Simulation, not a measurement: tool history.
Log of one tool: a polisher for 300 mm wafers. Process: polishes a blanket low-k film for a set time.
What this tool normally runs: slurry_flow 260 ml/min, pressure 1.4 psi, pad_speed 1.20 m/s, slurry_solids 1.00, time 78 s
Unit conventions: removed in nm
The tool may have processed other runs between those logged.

run     day  slurry_flow  pressure  pad_speed  slurry_solids  time  wafers since the last listed run  wafers polished on this pad  hours since the slurry nozzle was cleaned  hours since the head pressure was calibrated  hours since the slurry blender was calibrated  hours since the conditioning disc was replaced  incoming thickness of the incoming film, nm  removed
  1   0.000          260       1.4       1.20           1.00    78                                 0                          772                                       13.9                                         635.7                                           39.0                                            24.2                                        519.6     21.5
  2   1.258          260       1.4       1.20           1.00    78                               252                         1025                                       44.1                                         665.9                                           69.2                                            54.4                                        525.4     21.5
  3   2.583          260       1.4       1.20           1.00    58                               266                         1292                                       75.9                                         697.7                                          101.0                                            86.2                                        514.0     15.3
      3.854  -- worn pad replaced by a new one
  4   4.021          260       1.4       1.20           1.00    58                               255                           33                                      110.4                                         732.2                                          135.5                                           120.7                                        527.3     15.5
  5   4.633          260       1.4       1.20           1.00    78                               123                          156                                      125.1                                         746.9                                          150.2                                           135.4                                        511.7     20.5
  6   5.762          260       1.6       1.50           1.00    78                               226                          383                                      152.2                                         774.0                                          177.3                                           162.5                                        525.3     25.9
      6.292  -- slurry blender recalibrated
  7   6.975          260       1.6       1.50           1.00    78                               226                          610                                      181.3                                         803.1                                           16.4                                           191.6                                        510.3     29.0
  8   8.233          315       1.4       1.20           1.00    78                               252                          863                                      211.5                                         833.3                                           46.6                                           221.8                                        522.8     22.3
  9   9.621          175       1.4       1.20           1.10    78                               278                         1142                                      244.8                                         866.6                                           79.9                                           255.1                                        526.1     20.9
 10  10.238          260       1.4       0.80           1.25    78                               123                         1266                                      259.6                                         881.4                                           94.7                                           269.9                                        517.2     16.6
 11  10.875          260       1.4       1.20           1.00    78                               128                         1394                                      274.9                                         896.7                                          110.0                                           285.2                                        509.1     20.8
     11.808  -- conditioning disc replaced and pad reconditioned
 12  11.829          260       1.7       1.44           1.00    78                               175                         1569                                      297.8                                         919.6                                          132.9                                             0.5                                        524.8     28.7
     12.117  -- worn pad replaced by a new one
 13  13.192          260       1.4       0.82           1.10    78                               240                          216                                      330.5                                         952.3                                          165.6                                            33.2                                        516.4     15.0
 14  14.417          335       1.4       1.20           1.25    63                               246                          462                                      359.9                                         981.7                                          195.0                                            62.6                                        515.9     17.0
     15.500  -- slurry blender recalibrated
 15  15.862          260       1.4       1.20           1.00    78                               273                          736                                      394.6                                        1016.4                                            8.7                                            97.3                                        525.0     21.7
 16  18.467          185       1.7       1.20           1.00    78                               523                         1259                                      457.1                                        1078.9                                           71.2                                           159.8                                        515.6     25.3
 17  19.158          260       1.4       1.20           1.25    78                               139                         1399                                      473.7                                        1095.5                                           87.8                                           176.4                                        517.1     22.9
     19.283  -- slurry nozzle cleaned
     20.829  -- worn pad replaced by a new one, of another model than before
     21.658  -- head pressure recalibrated
 18  22.208          260       1.4       1.20           1.10    78                               554                          260                                       70.2                                          13.2                                          161.0                                           249.6                                        516.0     20.5
 19  23.062          180       1.4       1.20           0.85    65                               171                          432                                       90.7                                          33.7                                          181.5                                           270.1                                        529.7     14.4
     23.221  -- conditioning disc replaced and pad reconditioned
     23.308  -- slurry blender recalibrated
 20  23.571          260       1.9       0.94           1.15    92                                68                          500                                      102.9                                          45.9                                            6.3                                             8.4                                        510.9     29.8

Estimate the outcome of run 21 from the log above:
 21  24.950          260       1.4       1.20           1.00    78                               277                          778                                      136.0                                          79.0                                           39.4                                            41.5                                        522.7        ?

{"run 21": {"removed": 22.2}}
Had the tool carried no hidden state, the very same run would have given removed 22.4 nm.
